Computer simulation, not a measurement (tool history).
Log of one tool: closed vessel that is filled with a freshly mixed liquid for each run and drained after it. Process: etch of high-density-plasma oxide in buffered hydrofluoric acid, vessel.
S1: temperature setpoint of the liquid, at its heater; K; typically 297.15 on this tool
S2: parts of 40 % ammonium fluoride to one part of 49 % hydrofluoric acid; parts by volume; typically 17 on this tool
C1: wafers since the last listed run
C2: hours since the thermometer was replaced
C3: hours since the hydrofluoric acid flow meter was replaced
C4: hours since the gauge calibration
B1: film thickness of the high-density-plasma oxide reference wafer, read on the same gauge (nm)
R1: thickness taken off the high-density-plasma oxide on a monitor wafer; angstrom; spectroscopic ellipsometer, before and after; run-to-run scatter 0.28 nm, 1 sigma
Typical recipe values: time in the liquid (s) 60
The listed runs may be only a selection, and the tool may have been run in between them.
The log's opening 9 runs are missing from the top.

run 10 day=18.792 | S1=297.15 S2=17 time_in_the_liquid_(s)=60 | C1=8018 C2=740 C3=376 C4=218.1 | B1=100 | R1=476
run 11 day=19.996 | S1=297.15 S2=17 time_in_the_liquid_(s)=60 | C1=4037 C2=768.9 C3=404.9 C4=247 | B1=99.99 | R1=470.7
run 12 day=21.833 | S1=297.15 S2=17 time_in_the_liquid_(s)=60 | C1=6160 C2=813 C3=449 C4=291.1 | B1=100 | R1=470.6
-- day=22.496 hydrofluoric acid flow meter replaced, repeated, since the last time left the tool worse
run 13 day=22.858 | S1=297.15 S2=17 time_in_the_liquid_(s)=60 | C1=3296 C2=837.6 C3=8.7 C4=315.7 | B1=100 | R1=428.4
run 14 day=24.933 | S1=297.15 S2=17 time_in_the_liquid_(s)=60 | C1=6956 C2=887.4 C3=58.5 C4=365.5 | B1=100.04 | R1=424.6
run 15 day=26.588 | S1=294.65 S2=15 time_in_the_liquid_(s)=80 | C1=5545 C2=927.1 C3=98.2 C4=405.2 | B1=99.96 | R1=551.2
run 16 day=28.671 | S1=301.15 S2=21 time_in_the_liquid_(s)=30 | C1=6984 C2=977.1 C3=148.2 C4=455.2 | B1=99.98 | R1=217.7
run 17 day=29.846 | S1=293.15 S2=17 time_in_the_liquid_(s)=60 | C1=3939 C2=1005.3 C3=176.4 C4=483.4 | B1=100 | R1=340.2
run 18 day=31.742 | S1=297.15 S2=17 time_in_the_liquid_(s)=60 | C1=6355 C2=1050.8 C3=221.9 C4=528.9 | B1=100.04 | R1=432.9
-- day=34.042 thermometer replaced
run 19 day=34.412 | S1=297.15 S2=17 time_in_the_liquid_(s)=60 | C1=8814 C2=8.9 C3=286 C4=593 | B1=100 | R1=431.5
run 20 day=36.888 | S1=299.15 S2=13 time_in_the_liquid_(s)=90 | C1=8297 C2=68.3 C3=345.4 C4=652.4 | B1=100 | R1=937.3
run 21 day=39.617 | S1=300.65 S2=17 time_in_the_liquid_(s)=60 | C1=9149 C2=133.8 C3=410.9 C4=717.9 | B1=99.97 | R1=525.4
run 22 day=42.117 | S1=293.65 S2=17 time_in_the_liquid_(s)=60 | C1=8381 C2=193.8 C3=470.9 C4=777.9 | B1=100 | R1=357.2
run 23 day=44.562 | S1=295.15 S2=14 time_in_the_liquid_(s)=40 | C1=8199 C2=252.5 C3=529.6 C4=836.6 | B1=99.97 | R1=307.9
run 24 day=46.746 | S1=302.15 S2=10.5 time_in_the_liquid_(s)=50 | C1=7319 C2=304.9 C3=582 C4=889 | B1=99.99 | R1=752.9
run 25 day=48.221 | S1=298.65 S2=23 time_in_the_liquid_(s)=90 | C1=4945 C2=340.3 C3=617.4 C4=924.4 | B1=99.99 | R1=536.1
run 26 day=50.446 | S1=299.65 S2=17 time_in_the_liquid_(s)=75 | C1=7459 C2=393.7 C3=670.8 C4=977.8 | B1=99.99 | R1=615.7
run 27 day=52.767 | S1=292.65 S2=17 time_in_the_liquid_(s)=60 | C1=7780 C2=449.4 C3=726.5 C4=1033.5 | B1=100.01 | R1=340.6
run 28 day=54.075 | S1=297.15 S2=17 time_in_the_liquid_(s)=60 | C1=4386 C2=480.8 C3=757.9 C4=1064.9 | B1=100.02 | R1=436.9
run 29 day=56.796 | S1=298.65 S2=23 time_in_the_liquid_(s)=90 | C1=9121 C2=546.1 C3=823.2 C4=1130.2 | B1=99.98 | R1=548.7
run 30 day=59.171 | S1=297.15 S2=23 time_in_the_liquid_(s)=60 | C1=7962 C2=603.1 C3=880.2 C4=1187.2 | B1=100 | R1=334.4
run 31 day=60.475 | S1=294.15 S2=13.5 time_in_the_liquid_(s)=30 | C1=4372 C2=634.4 C3=911.5 C4=1218.5 | B1=100.03 | R1=233.1

Predict each of these 4 candidate next runs independently; none follows another, all start after run 31:
run A day=60.504 | S1=297.15 S2=17 time_in_the_liquid_(s)=60 | C1=97 C2=635.1 C3=912.2 C4=1219.2 | B1=? | R1=?
run B day=60.504 | S1=297.15 S2=24 time_in_the_liquid_(s)=40 | C1=97 C2=635.1 C3=912.2 C4=1219.2 | B1=? | R1=?
run C day=60.504 | S1=297.15 S2=23.5 time_in_the_liquid_(s)=60 | C1=97 C2=635.1 C3=912.2 C4=1219.2 | B1=? | R1=?
run D day=60.504 | S1=297.15 S2=13.5 time_in_the_liquid_(s)=60 | C1=97 C2=635.1 C3=912.2 C4=1219.2 | B1=? | R1=?

run=A B1=100 R1=441.6
run=B B1=100 R1=218.8
run=C B1=100 R1=333
run=D B1=100 R1=553.7
Without the tool's unlogged condition, the same runs would have read:
run=A R1=425.6
run=B R1=213.3
run=C R1=324.6
run=D R1=533.9
